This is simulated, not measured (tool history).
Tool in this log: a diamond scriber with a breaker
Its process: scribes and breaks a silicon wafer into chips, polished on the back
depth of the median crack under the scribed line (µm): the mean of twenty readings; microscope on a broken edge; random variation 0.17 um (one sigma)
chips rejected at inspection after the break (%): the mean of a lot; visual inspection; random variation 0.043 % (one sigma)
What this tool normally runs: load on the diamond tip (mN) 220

run    hour  load on the diamond tip (mN)  wafers since the last listed run  hours since the diamond tip was replaced  hours since the load on the tip was calibrated  incoming depth of the damage left on the back of the incoming wafer, um  depth of the median crack under the scribed line (µm)  chips rejected at inspection after the break (%)
  1     0.0                           182                                 0                                     207.1                                           449.2                                                                     0.04                                                   8.93                                              1.10
  2    56.7                           220                               143                                     263.8                                           505.9                                                                     0.03                                                  10.02                                              0.91
  3   116.2                           260                               151                                     323.3                                           565.4                                                                     0.02                                                  10.56                                              1.78
  4   156.5                           260                               102                                     363.6                                           605.7                                                                     0.04                                                  10.67                                              1.75
  5   185.5                           272                                73                                     392.6                                           634.7                                                                     0.03                                                  11.17                                              2.24
  6   211.5                           220                                66                                     418.6                                           660.7                                                                     0.05                                                   9.93                                              0.97
  7   236.0                           220                                62                                     443.1                                           685.2                                                                     0.03                                                   9.81                                              1.00
  8   277.6                           220                               105                                     484.7                                           726.8                                                                     0.04                                                   9.90                                              1.05
      313.6  -- diamond tip replaced by a new one
  9   316.8                           220                                94                                       3.2                                           766.0                                                                     0.03                                                  10.13                                              0.97
 10   366.4                           220                               125                                      52.8                                           815.6                                                                     0.02                                                  10.19                                              1.07
 11   419.4                           220                               134                                     105.8                                           868.6                                                                     0.03                                                  10.10                                              1.23
 12   454.8                           220                                89                                     141.2                                           904.0                                                                     0.03                                                  10.29                                              1.27
      483.3  -- load on the tip recalibrated
 13   512.0                           220                               140                                     198.4                                            28.7                                                                     0.05                                                   9.56                                              0.88
 14   538.2                           220                                66                                     224.6                                            54.9                                                                     0.05                                                   9.53                                              0.89
 15   571.6                           220                                84                                     258.0                                            88.3                                                                     0.02                                                   9.70                                              0.85
 16   598.4                           220                                68                                     284.8                                           115.1                                                                     0.02                                                   9.71                                              0.88
 17   626.8                           220                                72                                     313.2                                           143.5                                                                     0.04                                                   9.75                                              0.85
 18   661.3                           220                                87                                     347.7                                           178.0                                                                     0.02                                                   9.82                                              0.82
 19   702.2                           251                               103                                     388.6                                           218.9                                                                     0.05                                                  10.11                                              1.09
 20   745.4                           220                               109                                     431.8                                           262.1                                                                     0.03                                                   9.83                                              0.88
 21   775.4                           192                                76                                     461.8                                           292.1                                                                     0.03                                                   9.28                                              1.06
 22   814.7                           238                                99                                     501.1                                           331.4                                                                     0.04                                                   9.82                                              1.06
 23   864.6                           193                               126                                     551.0                                           381.3                                                                     0.04                                                   9.40                                              1.10
      876.0  -- diamond tip replaced by a new one
 24   919.4                           171                               134                                      43.4                                           436.1                                                                     0.04                                                   8.92                                              1.51
 25   987.6                           220                               173                                     111.6                                           504.3                                                                     0.04                                                   9.70                                              0.89
 26  1072.6                           282                               215                                     196.6                                           589.3                                                                     0.05                                                  10.85                                              2.54
 27  1103.4                           182                                78                                     227.4                                           620.1                                                                     0.03                                                   9.45                                              1.08
 28  1149.2                           262                               116                                     273.2                                           665.9                                                                     0.05                                                  10.62                                              1.75
 29  1197.3                           220                               122                                     321.3                                           714.0                                                                     0.04                                                  10.09                                              0.98
 30  1236.2                           283                                98                                     360.2                                           752.9                                                                     0.04                                                  10.97                                              2.97
 31  1297.0                           220                               154                                     421.0                                           813.7                                                                     0.05                                                  10.13                                              0.96
 32  1366.9                           239                               177                                     490.9                                           883.6                                                                     0.04                                                  10.43                                              1.53
     1414.1  -- load on the tip recalibrated
 33  1415.6                           220                               118                                     539.6                                             1.5                                                                     0.05                                                   9.46                                              0.87
 34  1455.1                           190                               100                                     579.1                                            41.0                                                                     0.03                                                   9.24                                              1.09
 35  1487.8                           220                                83                                     611.8                                            73.7                                                                     0.03                                                   9.95                                              0.80
 36  1512.0                           220                                61                                     636.0                                            97.9                                                                     0.03                                                   9.54                                              0.89
     1529.8  -- diamond tip replaced by a new one
 37  1579.6                           160                               166                                      49.8                                           165.5                                                                     0.04                                                   8.50                                              2.03
 38  1611.1                           183                                79                                      81.3                                           197.0                                                                     0.03                                                   9.18                                              1.31
 39  1667.7                           285                               143                                     137.9                                           253.6                                                                     0.04                                                  10.69                                              2.14
 40  1731.2                           266                               161                                     201.4                                           317.1                                                                     0.02                                                  10.95                                              1.62
 41  1802.5                           168                               181                                     272.7                                           388.4                                                                     0.02                                                   8.58                                              1.61
 42  1870.4                           220                               172                                     340.6                                           456.3                                                                     0.02                                                   9.86                                              0.85

Describe how what the log doesn't record of the tool's condition differs between the last listed run preceding each entry between runs and the first listed run following it.
Logged between run 8 and run 9: diamond tip replaced by a new one (hour 313.6)
  deviation of the load on the tip from its setpoint, %: 11.1 -> 12.1
  measured less the result without the state, depth of the median crack under the scribed line (µm): +0.43 -> +0.48; chips rejected at inspection after the break (%): +0.18 -> +0.20
Logged between run 12 and run 13: load on the tip recalibrated (hour 483.3)
  deviation of the load on the tip from its setpoint, %: 16.1 -> 0.00864
  measured less the result without the state, depth of the median crack under the scribed line (µm): +0.63 -> +0.00; chips rejected at inspection after the break (%): +0.38 -> +0.00
Logged between run 23 and run 24: diamond tip replaced by a new one (hour 876.0)
  deviation of the load on the tip from its setpoint, %: 2.49 -> 3.26
  measured less the result without the state, depth of the median crack under the scribed line (µm): +0.09 -> +0.12; chips rejected at inspection after the break (%): -0.10 -> -0.22
Logged between run 32 and run 33: load on the tip recalibrated (hour 1414.1)
  deviation of the load on the tip from its setpoint, %: 13.4 -> 0.942
  measured less the result without the state, depth of the median crack under the scribed line (µm): +0.54 -> +0.04; chips rejected at inspection after the break (%): +0.58 -> +0.00
Logged between run 36 and run 37: diamond tip replaced by a new one (hour 1529.8)
  deviation of the load on the tip from its setpoint, %: 1.11 -> 1.41
  measured less the result without the state, depth of the median crack under the scribed line (µm): +0.04 -> +0.05; chips rejected at inspection after the break (%): +0.00 -> -0.12

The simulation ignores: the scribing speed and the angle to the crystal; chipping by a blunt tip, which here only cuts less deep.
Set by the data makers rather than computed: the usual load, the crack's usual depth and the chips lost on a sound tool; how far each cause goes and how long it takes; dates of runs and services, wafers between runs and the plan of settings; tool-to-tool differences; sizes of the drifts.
